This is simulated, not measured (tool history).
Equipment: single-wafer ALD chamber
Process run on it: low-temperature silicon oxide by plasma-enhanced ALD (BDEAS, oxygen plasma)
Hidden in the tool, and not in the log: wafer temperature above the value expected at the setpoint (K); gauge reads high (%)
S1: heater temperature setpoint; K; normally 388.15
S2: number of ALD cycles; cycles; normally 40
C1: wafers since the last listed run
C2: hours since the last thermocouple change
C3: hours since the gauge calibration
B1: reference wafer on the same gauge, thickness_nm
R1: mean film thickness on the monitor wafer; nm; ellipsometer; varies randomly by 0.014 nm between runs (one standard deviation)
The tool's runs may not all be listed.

Run 1, hour 0: usual settings; C1 0; C2 2058.1; C3 1118.4; B1 6.515. Result: R1 5.602 nm.
Run 2, hour 117.7: usual settings; C1 869; C2 2175.8; C3 1236.1; B1 6.512. Result: R1 5.571 nm.
Run 3, hour 172.7: usual settings but S2 42 cycles; C1 406; C2 2230.8; C3 1291.1; B1 6.507. Result: R1 5.865 nm.
Run 4, hour 234.3: usual settings; C1 454; C2 2292.4; C3 1352.7; B1 6.501. Result: R1 5.57 nm.
Run 5, hour 262: usual settings; C1 204; C2 2320.1; C3 1380.4; B1 6.5. Result: R1 5.577 nm.
Run 6, hour 289.2: usual settings; C1 200; C2 2347.3; C3 1407.6; B1 6.496. Result: R1 5.575 nm.
Run 7, hour 350: usual settings; C1 448; C2 2408.1; C3 1468.4; B1 6.492. Result: R1 5.564 nm.
Run 8, hour 404.8: usual settings but S1 383.15 K, S2 36 cycles; C1 404; C2 2462.9; C3 1523.2; B1 6.49. Result: R1 5.028 nm.
Run 9, hour 474.2: usual settings but S1 383.15 K, S2 36 cycles; C1 512; C2 2532.3; C3 1592.6; B1 6.481. Result: R1 5.052 nm.
Run 10, hour 521.7: usual settings but S1 382.15 K; C1 350; C2 2579.8; C3 1640.1; B1 6.475. Result: R1 5.609 nm.
At hour 580: thermocouple changed; heater temperature recalibrated.
Run 11, hour 592.6: usual settings; C1 464; C2 12.6; C3 1711; B1 6.471. Result: R1 5.557 nm.
Run 12, hour 654.3: usual settings; C1 455; C2 74.3; C3 1772.7; B1 6.47. Result: R1 5.553 nm.
Run 13, hour 705.9: usual settings; C1 381; C2 125.9; C3 1824.3; B1 6.46. Result: R1 5.579 nm.
Run 14, hour 738.3: usual settings but S1 393.15 K; C1 239; C2 158.3; C3 1856.7; B1 6.459. Result: R1 5.503 nm.
At hour 748.2: gauge calibrated.
Run 15, hour 785.5: usual settings; C1 348; C2 205.5; C3 37.3; B1 6.533. Result: R1 5.607 nm.
Run 16, hour 811.5: usual settings; C1 191; C2 231.5; C3 63.3; B1 6.536. Result: R1 5.62 nm.
Run 17, hour 910.5: usual settings but S2 37 cycles; C1 731; C2 330.5; C3 162.3; B1 6.533. Result: R1 5.176 nm.
Run 18, hour 972.9: usual settings but S1 401.15 K, S2 45 cycles; C1 460; C2 392.9; C3 224.7; B1 6.531. Result: R1 6.167 nm.
Run 19, hour 1043.2: usual settings; C1 519; C2 463.2; C3 295; B1 6.534. Result: R1 5.616 nm.
Run 20, hour 1100.5: usual settings but S2 44 cycles; C1 423; C2 520.5; C3 352.3; B1 6.531. Result: R1 6.161 nm.
Run 21, hour 1134.8: usual settings but S2 35 cycles; C1 253; C2 554.8; C3 386.6; B1 6.528. Result: R1 4.893 nm.
Run 22, hour 1183: usual settings but S1 383.15 K, S2 42 cycles; C1 355; C2 603; C3 434.8; B1 6.531. Result: R1 5.945 nm.
Run 23, hour 1252.8: usual settings but S1 394.15 K, S2 46 cycles; C1 515; C2 672.8; C3 504.6; B1 6.53. Result: R1 6.392 nm.
Run 24, hour 1316.8: usual settings but S1 380.15 K, S2 44 cycles; C1 472; C2 736.8; C3 568.6; B1 6.527. Result: R1 6.246 nm.
Run 25, hour 1342.2: usual settings but S1 392.15 K, S2 34 cycles; C1 187; C2 762.2; C3 594; B1 6.526. Result: R1 4.718 nm.
Run 26, hour 1375.2: usual settings but S2 46 cycles; C1 243; C2 795.2; C3 627; B1 6.524. Result: R1 6.398 nm.
Run 27, hour 1432.7: usual settings but S1 393.15 K, S2 35 cycles; C1 424; C2 852.7; C3 684.5; B1 6.521. Result: R1 4.836 nm.
Run 28, hour 1468.7: usual settings; C1 265; C2 888.7; C3 720.5; B1 6.52. Result: R1 5.616 nm.
Run 29, hour 1494.9: usual settings but S1 398.15 K; C1 193; C2 914.9; C3 746.7; B1 6.517. Result: R1 5.512 nm.
Run 30, hour 1563: usual settings but S1 400.15 K, S2 34 cycles; C1 502; C2 983; C3 814.8; B1 6.514. Result: R1 4.668 nm.

Estimate the outcome of run 31 from the log above:
Run 31, hour 1592.1: usual settings but S1 376.15 K; C1 214; C2 1012.1; C3 843.9; B1 ?. Result: R1 ?.

{"run 31": {"B1": 6.518, "R1": 5.7}}
Without the tool's hidden state the same run would have given R1 5.72 nm.
